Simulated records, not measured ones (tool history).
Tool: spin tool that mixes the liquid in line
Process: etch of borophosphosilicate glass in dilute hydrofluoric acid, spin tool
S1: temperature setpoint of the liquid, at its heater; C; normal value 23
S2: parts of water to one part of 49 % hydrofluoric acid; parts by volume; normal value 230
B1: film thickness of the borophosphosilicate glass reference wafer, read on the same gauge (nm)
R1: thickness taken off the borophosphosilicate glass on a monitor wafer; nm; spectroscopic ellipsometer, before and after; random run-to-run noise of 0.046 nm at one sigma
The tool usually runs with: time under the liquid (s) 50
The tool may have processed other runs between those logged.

{"run": 1, "hour": 0.0, "S1": 24.5, "S2": 230, "time under the liquid (s)": 50, "B1": 149.97, "R1": 6.2}
{"run": 2, "hour": 71.7, "S1": 24.5, "S2": 230, "time under the liquid (s)": 50, "B1": 150, "R1": 6.12}
{"run": 3, "hour": 120.1, "S1": 24.5, "S2": 230, "time under the liquid (s)": 50, "B1": 150, "R1": 6.17}
{"run": 4, "hour": 159.3, "S1": 23, "S2": 150, "time under the liquid (s)": 50, "B1": 150, "R1": 9.7}
{"run": 5, "hour": 200.2, "S1": 23, "S2": 230, "time under the liquid (s)": 50, "B1": 150, "R1": 5.84}
{"run": 6, "hour": 243.8, "S1": 23, "S2": 230, "time under the liquid (s)": 50, "B1": 150.03, "R1": 5.9}
{"run": 7, "hour": 315.8, "S1": 23, "S2": 230, "time under the liquid (s)": 50, "B1": 150, "R1": 5.87}
{"run": 8, "hour": 411.9, "S1": 23, "S2": 230, "time under the liquid (s)": 50, "B1": 150.02, "R1": 5.78}
{"run": 9, "hour": 478.8, "S1": 19.5, "S2": 230, "time under the liquid (s)": 50, "B1": 149.98, "R1": 4.99}
{"run": 10, "hour": 553.0, "S1": 19.5, "S2": 230, "time under the liquid (s)": 50, "B1": 149.98, "R1": 4.99}
{"run": 11, "hour": 600.6, "S1": 19.5, "S2": 230, "time under the liquid (s)": 50, "B1": 149.98, "R1": 5.02}
{"hour": 631.5, "done": "thermometer replaced"}
{"hour": 647.4, "done": "gauge calibrated"}
{"run": 12, "hour": 702.6, "S1": 23, "S2": 230, "time under the liquid (s)": 50, "B1": 150.03, "R1": 5.65}
{"hour": 737.7, "done": "hydrofluoric acid flow meter replaced"}
{"run": 13, "hour": 771.7, "S1": 23, "S2": 230, "time under the liquid (s)": 50, "B1": 150.04, "R1": 5.25}
{"run": 14, "hour": 817.7, "S1": 27.5, "S2": 315, "time under the liquid (s)": 65, "B1": 150.01, "R1": 5.17}
{"run": 15, "hour": 889.5, "S1": 20, "S2": 170, "time under the liquid (s)": 35, "B1": 150.01, "R1": 4.72}
{"run": 16, "hour": 961.9, "S1": 25.5, "S2": 140, "time under the liquid (s)": 65, "B1": 150.01, "R1": 13.4}
{"run": 17, "hour": 1006.8, "S1": 25.5, "S2": 260, "time under the liquid (s)": 70, "B1": 150.01, "R1": 6.58}
{"hour": 1039.3, "done": "hydrofluoric acid flow meter replaced, repeated, since the last time left the tool worse"}
{"run": 18, "hour": 1067.2, "S1": 23, "S2": 150, "time under the liquid (s)": 50, "B1": 150, "R1": 10.52}
{"run": 19, "hour": 1112.2, "S1": 23, "S2": 230, "time under the liquid (s)": 50, "B1": 149.98, "R1": 6.28}
{"run": 20, "hour": 1195.5, "S1": 23, "S2": 230, "time under the liquid (s)": 40, "B1": 150.01, "R1": 4.99}
{"run": 21, "hour": 1271.3, "S1": 23, "S2": 230, "time under the liquid (s)": 50, "B1": 149.99, "R1": 6.17}
{"run": 22, "hour": 1326.4, "S1": 21, "S2": 290, "time under the liquid (s)": 65, "B1": 150.02, "R1": 5.57}
{"run": 23, "hour": 1382.4, "S1": 26.5, "S2": 320, "time under the liquid (s)": 50, "B1": 149.99, "R1": 4.54}
{"run": 24, "hour": 1423.7, "S1": 20, "S2": 285, "time under the liquid (s)": 60, "B1": 150.01, "R1": 5.13}

Predict each of these 5 candidate next runs independently; none follows another, all start after run 24:
{"run": "A", "hour": 1424.1, "S1": 25.5, "S2": 230, "time under the liquid (s)": 50, "B1": "?", "R1": "?"}
{"run": "B", "hour": 1424.1, "S1": 24.5, "S2": 180, "time under the liquid (s)": 65, "B1": "?", "R1": "?"}
{"run": "C", "hour": 1424.1, "S1": 26.5, "S2": 170, "time under the liquid (s)": 35, "B1": "?", "R1": "?"}
{"run": "D", "hour": 1424.1, "S1": 25, "S2": 230, "time under the liquid (s)": 35, "B1": "?", "R1": "?"}
{"run": "E", "hour": 1424.1, "S1": 23, "S2": 155, "time under the liquid (s)": 40, "B1": "?", "R1": "?"}

run=A B1=149.99 R1=6.79
run=B B1=149.99 R1=11.5
run=C B1=149.99 R1=7.14
run=D B1=149.99 R1=4.67
run=E B1=149.99 R1=7.99
Without the tool's unlogged condition, the same runs would have read:
run=A R1=6.95
run=B R1=11.76
run=C R1=7.3
run=D R1=4.78
run=E R1=8.17
